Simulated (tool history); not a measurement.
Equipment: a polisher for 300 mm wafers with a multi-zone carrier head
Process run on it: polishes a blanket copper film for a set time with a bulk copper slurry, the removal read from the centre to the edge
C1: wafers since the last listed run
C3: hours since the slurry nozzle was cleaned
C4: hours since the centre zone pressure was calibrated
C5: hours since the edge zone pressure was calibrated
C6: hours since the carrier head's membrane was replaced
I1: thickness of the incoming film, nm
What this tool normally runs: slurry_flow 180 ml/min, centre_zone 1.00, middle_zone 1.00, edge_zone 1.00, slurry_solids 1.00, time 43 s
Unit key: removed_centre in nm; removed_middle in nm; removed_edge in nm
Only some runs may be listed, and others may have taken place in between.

{"run": 1, "hour": 0.0, "slurry_flow": 180, "centre_zone": 1.0, "middle_zone": 1.0, "edge_zone": 1.0, "slurry_solids": 1.0, "time": 43, "C1": 0, "wafers polished on this pad": 173, "C3": 32.4, "C4": 985.7, "C5": 249.6, "C6": 1844.8, "I1": 2446.8, "removed_centre": 420.7, "removed_middle": 395.6, "removed_edge": 401.1}
{"run": 2, "hour": 21.9, "slurry_flow": 180, "centre_zone": 1.0, "middle_zone": 1.0, "edge_zone": 1.0, "slurry_solids": 1.0, "time": 43, "C1": 212, "wafers polished on this pad": 386, "C3": 54.3, "C4": 1007.6, "C5": 271.5, "C6": 1866.7, "I1": 2436.8, "removed_centre": 418.8, "removed_middle": 394.2, "removed_edge": 398.2}
{"run": 3, "hour": 39.9, "slurry_flow": 140, "centre_zone": 1.0, "middle_zone": 1.0, "edge_zone": 1.0, "slurry_solids": 1.0, "time": 43, "C1": 174, "wafers polished on this pad": 560, "C3": 72.3, "C4": 1025.6, "C5": 289.5, "C6": 1884.7, "I1": 2423.5, "removed_centre": 393.0, "removed_middle": 378.6, "removed_edge": 379.5}
{"run": 4, "hour": 73.9, "slurry_flow": 140, "centre_zone": 1.0, "middle_zone": 1.0, "edge_zone": 1.0, "slurry_solids": 1.0, "time": 43, "C1": 329, "wafers polished on this pad": 890, "C3": 106.3, "C4": 1059.6, "C5": 323.5, "C6": 1918.7, "I1": 2475.4, "removed_centre": 395.1, "removed_middle": 377.7, "removed_edge": 378.0}
{"run": 5, "hour": 92.5, "slurry_flow": 180, "centre_zone": 0.97, "middle_zone": 1.0, "edge_zone": 0.95, "slurry_solids": 1.0, "time": 43, "C1": 180, "wafers polished on this pad": 1070, "C3": 124.9, "C4": 1078.2, "C5": 342.1, "C6": 1937.3, "I1": 2436.5, "removed_centre": 412.1, "removed_middle": 397.3, "removed_edge": 388.5}
{"hour": 107.0, "done": "worn pad replaced by a new one"}
{"run": 6, "hour": 110.5, "slurry_flow": 180, "centre_zone": 1.0, "middle_zone": 1.0, "edge_zone": 1.0, "slurry_solids": 1.0, "time": 43, "C1": 135, "wafers polished on this pad": 33, "C3": 142.9, "C4": 1096.2, "C5": 360.1, "C6": 1955.3, "I1": 2415.3, "removed_centre": 421.9, "removed_middle": 396.3, "removed_edge": 403.8}
{"run": 7, "hour": 132.2, "slurry_flow": 180, "centre_zone": 1.0, "middle_zone": 1.0, "edge_zone": 1.0, "slurry_solids": 1.0, "time": 30, "C1": 210, "wafers polished on this pad": 244, "C3": 164.6, "C4": 1117.9, "C5": 381.8, "C6": 1977.0, "I1": 2440.7, "removed_centre": 297.5, "removed_middle": 275.3, "removed_edge": 277.5}
{"run": 8, "hour": 159.0, "slurry_flow": 180, "centre_zone": 1.07, "middle_zone": 0.91, "edge_zone": 1.0, "slurry_solids": 1.0, "time": 43, "C1": 259, "wafers polished on this pad": 504, "C3": 191.4, "C4": 1144.7, "C5": 408.6, "C6": 2003.8, "I1": 2435.8, "removed_centre": 441.4, "removed_middle": 365.2, "removed_edge": 405.2}
{"hour": 162.7, "done": "edge zone pressure recalibrated"}
{"hour": 179.6, "done": "carrier head's membrane replaced by a new one"}
{"run": 9, "hour": 193.6, "slurry_flow": 180, "centre_zone": 1.0, "middle_zone": 0.96, "edge_zone": 1.0, "slurry_solids": 1.0, "time": 43, "C1": 267, "wafers polished on this pad": 771, "C3": 226.0, "C4": 1179.3, "C5": 30.9, "C6": 14.0, "I1": 2409.5, "removed_centre": 425.1, "removed_middle": 389.0, "removed_edge": 398.4}
{"run": 10, "hour": 217.2, "slurry_flow": 180, "centre_zone": 0.95, "middle_zone": 0.89, "edge_zone": 1.06, "slurry_solids": 1.0, "time": 43, "C1": 228, "wafers polished on this pad": 1000, "C3": 249.6, "C4": 1202.9, "C5": 54.5, "C6": 37.6, "I1": 2412.7, "removed_centre": 398.5, "removed_middle": 363.8, "removed_edge": 412.1}
{"hour": 223.7, "done": "worn pad replaced by a new one"}
{"run": 11, "hour": 233.8, "slurry_flow": 155, "centre_zone": 1.0, "middle_zone": 1.03, "edge_zone": 1.0, "slurry_solids": 0.75, "time": 43, "C1": 122, "wafers polished on this pad": 97, "C3": 266.2, "C4": 1219.5, "C5": 71.1, "C6": 54.2, "I1": 2428.2, "removed_centre": 369.8, "removed_middle": 356.8, "removed_edge": 355.9}
{"run": 12, "hour": 246.4, "slurry_flow": 180, "centre_zone": 1.0, "middle_zone": 1.0, "edge_zone": 1.0, "slurry_solids": 1.0, "time": 43, "C1": 122, "wafers polished on this pad": 219, "C3": 278.8, "C4": 1232.1, "C5": 83.7, "C6": 66.8, "I1": 2478.9, "removed_centre": 432.8, "removed_middle": 395.1, "removed_edge": 400.6}
{"run": 13, "hour": 261.3, "slurry_flow": 180, "centre_zone": 1.0, "middle_zone": 1.0, "edge_zone": 1.0, "slurry_solids": 1.0, "time": 43, "C1": 144, "wafers polished on this pad": 364, "C3": 293.7, "C4": 1247.0, "C5": 98.6, "C6": 81.7, "I1": 2404.5, "removed_centre": 426.4, "removed_middle": 390.7, "removed_edge": 395.5}
{"hour": 279.2, "done": "slurry nozzle cleaned"}
{"run": 14, "hour": 289.0, "slurry_flow": 180, "centre_zone": 0.91, "middle_zone": 0.92, "edge_zone": 1.0, "slurry_solids": 1.0, "time": 43, "C1": 259, "wafers polished on this pad": 623, "C3": 9.8, "C4": 1274.7, "C5": 126.3, "C6": 109.4, "I1": 2477.1, "removed_centre": 382.2, "removed_middle": 376.0, "removed_edge": 404.8}
{"run": 15, "hour": 321.7, "slurry_flow": 180, "centre_zone": 1.04, "middle_zone": 1.04, "edge_zone": 1.0, "slurry_solids": 0.75, "time": 35, "C1": 317, "wafers polished on this pad": 940, "C3": 42.5, "C4": 1307.4, "C5": 159.0, "C6": 142.1, "I1": 2458.1, "removed_centre": 329.6, "removed_middle": 294.3, "removed_edge": 296.3}
{"hour": 335.9, "done": "centre zone pressure recalibrated"}
{"run": 16, "hour": 347.9, "slurry_flow": 210, "centre_zone": 0.95, "middle_zone": 1.0, "edge_zone": 0.91, "slurry_solids": 1.0, "time": 43, "C1": 234, "wafers polished on this pad": 1175, "C3": 68.7, "C4": 12.0, "C5": 185.2, "C6": 168.3, "I1": 2408.6, "removed_centre": 385.2, "removed_middle": 414.3, "removed_edge": 383.6}
{"run": 17, "hour": 361.2, "slurry_flow": 180, "centre_zone": 1.07, "middle_zone": 0.91, "edge_zone": 1.0, "slurry_solids": 1.0, "time": 43, "C1": 129, "wafers polished on this pad": 1304, "C3": 82.0, "C4": 25.3, "C5": 198.5, "C6": 181.6, "I1": 2401.6, "removed_centre": 420.3, "removed_middle": 372.0, "removed_edge": 396.9}
{"hour": 370.2, "done": "worn pad replaced by a new one"}
{"run": 18, "hour": 381.4, "slurry_flow": 180, "centre_zone": 1.0, "middle_zone": 1.0, "edge_zone": 1.0, "slurry_solids": 1.0, "time": 43, "C1": 157, "wafers polished on this pad": 108, "C3": 102.2, "C4": 45.5, "C5": 218.7, "C6": 201.8, "I1": 2396.6, "removed_centre": 397.6, "removed_middle": 396.1, "removed_edge": 398.2}
{"run": 19, "hour": 411.5, "slurry_flow": 115, "centre_zone": 1.0, "middle_zone": 1.0, "edge_zone": 0.93, "slurry_solids": 1.0, "time": 43, "C1": 291, "wafers polished on this pad": 400, "C3": 132.3, "C4": 75.6, "C5": 248.8, "C6": 231.9, "I1": 2403.5, "removed_centre": 354.6, "removed_middle": 360.7, "removed_edge": 361.3}
{"run": 20, "hour": 442.5, "slurry_flow": 180, "centre_zone": 1.0, "middle_zone": 1.0, "edge_zone": 1.0, "slurry_solids": 1.0, "time": 57, "C1": 300, "wafers polished on this pad": 701, "C3": 163.3, "C4": 106.6, "C5": 279.8, "C6": 262.9, "I1": 2468.9, "removed_centre": 522.6, "removed_middle": 525.5, "removed_edge": 529.8}
{"run": 21, "hour": 471.7, "slurry_flow": 180, "centre_zone": 1.0, "middle_zone": 1.05, "edge_zone": 1.0, "slurry_solids": 1.0, "time": 43, "C1": 283, "wafers polished on this pad": 984, "C3": 192.5, "C4": 135.8, "C5": 309.0, "C6": 292.1, "I1": 2438.9, "removed_centre": 391.1, "removed_middle": 412.2, "removed_edge": 408.3}

How the hidden state differs across the entries between the runs, from the last listed run before each to the first after it:
Between runs 5 and 6: worn pad replaced by a new one (hour 107.0)
  deviation of the centre zone's pressure from its setpoint, %: 7.78 -> 7.93
  the result without the hidden state subtracted from the measured one, removed_centre: +30.1 -> +31.2 nm
Between runs 8 and 9: edge zone pressure recalibrated (hour 162.7); carrier head's membrane replaced by a new one (hour 179.6)
  deviation of the centre zone's pressure from its setpoint, %: 8.32 -> 8.59
  the result without the hidden state subtracted from the measured one, removed_centre: +34.0 -> +33.9 nm
Between runs 10 and 11: worn pad replaced by a new one (hour 223.7)
  deviation of the centre zone's pressure from its setpoint, %: 8.78 -> 8.91
  the result without the hidden state subtracted from the measured one, removed_centre: +32.5 -> +30.5 nm
Between runs 13 and 14: slurry nozzle cleaned (hour 279.2)
  deviation of the centre zone's pressure from its setpoint, %: 9.13 -> 9.36
  the result without the hidden state subtracted from the measured one, removed_centre: +35.9 -> +33.2 nm
Between runs 15 and 16: centre zone pressure recalibrated (hour 335.9)
  deviation of the centre zone's pressure from its setpoint, %: 9.62 -> 1.09
  the result without the hidden state subtracted from the measured one, removed_centre: +29.0 -> +4.2 nm
Between runs 17 and 18: worn pad replaced by a new one (hour 370.2)
  deviation of the centre zone's pressure from its setpoint, %: 1.19 -> 1.35
  the result without the hidden state subtracted from the measured one, removed_centre: +5.0 -> +5.3 nm

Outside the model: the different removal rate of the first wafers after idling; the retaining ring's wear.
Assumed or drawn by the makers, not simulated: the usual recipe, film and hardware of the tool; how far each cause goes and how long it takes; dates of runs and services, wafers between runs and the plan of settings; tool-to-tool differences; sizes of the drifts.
